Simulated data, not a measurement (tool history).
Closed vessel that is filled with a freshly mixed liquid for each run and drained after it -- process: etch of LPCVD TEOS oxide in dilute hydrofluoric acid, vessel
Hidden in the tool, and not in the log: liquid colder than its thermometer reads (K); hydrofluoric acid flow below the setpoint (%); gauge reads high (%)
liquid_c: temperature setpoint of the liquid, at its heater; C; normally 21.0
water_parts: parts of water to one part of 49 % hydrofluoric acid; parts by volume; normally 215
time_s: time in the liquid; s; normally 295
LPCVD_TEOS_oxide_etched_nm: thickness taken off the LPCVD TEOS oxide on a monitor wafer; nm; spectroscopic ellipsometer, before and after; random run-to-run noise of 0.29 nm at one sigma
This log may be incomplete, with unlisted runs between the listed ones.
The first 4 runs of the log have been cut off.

| run | hour | liquid_c | water_parts | time_s | wafers since the last listed run | hours since the thermometer was replaced | hours since the hydrofluoric acid flow meter was replaced | hours since the gauge calibration | read-back film thickness of the LPCVD TEOS oxide reference wafer, read on the same gauge (nm) | LPCVD_TEOS_oxide_etched_nm |
|---|---|---|---|---|---|---|---|---|---|---|
| 5 | 92.5 | 21.0 | 215 | 295 | 1195 | 1664.2 | 1254.2 | 159.2 | 79.97 | 27.53 |
| 6 | 105.8 | 21.0 | 215 | 295 | 888 | 1677.5 | 1267.5 | 172.5 | 80.01 | 27.65 |
| 7 | 122.7 | 21.0 | 215 | 295 | 1128 | 1694.4 | 1284.4 | 189.4 | 80.00 | 27.89 |
| 8 | 135.1 | 21.0 | 215 | 295 | 828 | 1706.8 | 1296.8 | 201.8 | 80.02 | 28.17 |
| 9 | 144.4 | 21.0 | 215 | 200 | 621 | 1716.1 | 1306.1 | 211.1 | 80.00 | 18.87 |
| 10 | 157.9 | 21.0 | 170 | 295 | 901 | 1729.6 | 1319.6 | 224.6 | 79.99 | 37.20 |
| 11 | 173.6 | 21.0 | 260 | 295 | 1048 | 1745.3 | 1335.3 | 240.3 | 79.97 | 21.90 |
| 12 | 182.0 | 17.0 | 215 | 295 | 560 | 1753.7 | 1343.7 | 248.7 | 80.00 | 23.67 |
| 13 | 193.1 | 17.0 | 115 | 440 | 741 | 1764.8 | 1354.8 | 259.8 | 80.02 | 72.16 |
|  | 206.6 | hydrofluoric acid flow meter replaced |
| 14 | 208.3 | 21.0 | 175 | 295 | 948 | 1780.0 | 1.7 | 275.0 | 80.03 | 35.25 |
| 15 | 218.6 | 21.0 | 215 | 295 | 687 | 1790.3 | 12.0 | 285.3 | 79.99 | 27.51 |
| 16 | 267.0 | 21.0 | 215 | 200 | 3232 | 1838.7 | 60.4 | 333.7 | 79.99 | 18.66 |

Run 17 has not been measured yet. What should we expect?
| 17 | 285.5 | 19.5 | 275 | 295 | 1235 | 1857.2 | 78.9 | 352.2 | ? | ? |

{"run 17": {"read-back film thickness of the LPCVD TEOS oxide reference wafer, read on the same gauge (nm)": 80.03, "LPCVD_TEOS_oxide_etched_nm": 19.12}}
Had the tool carried no hidden state, the very same run would have given LPCVD_TEOS_oxide_etched_nm 20.82 nm.
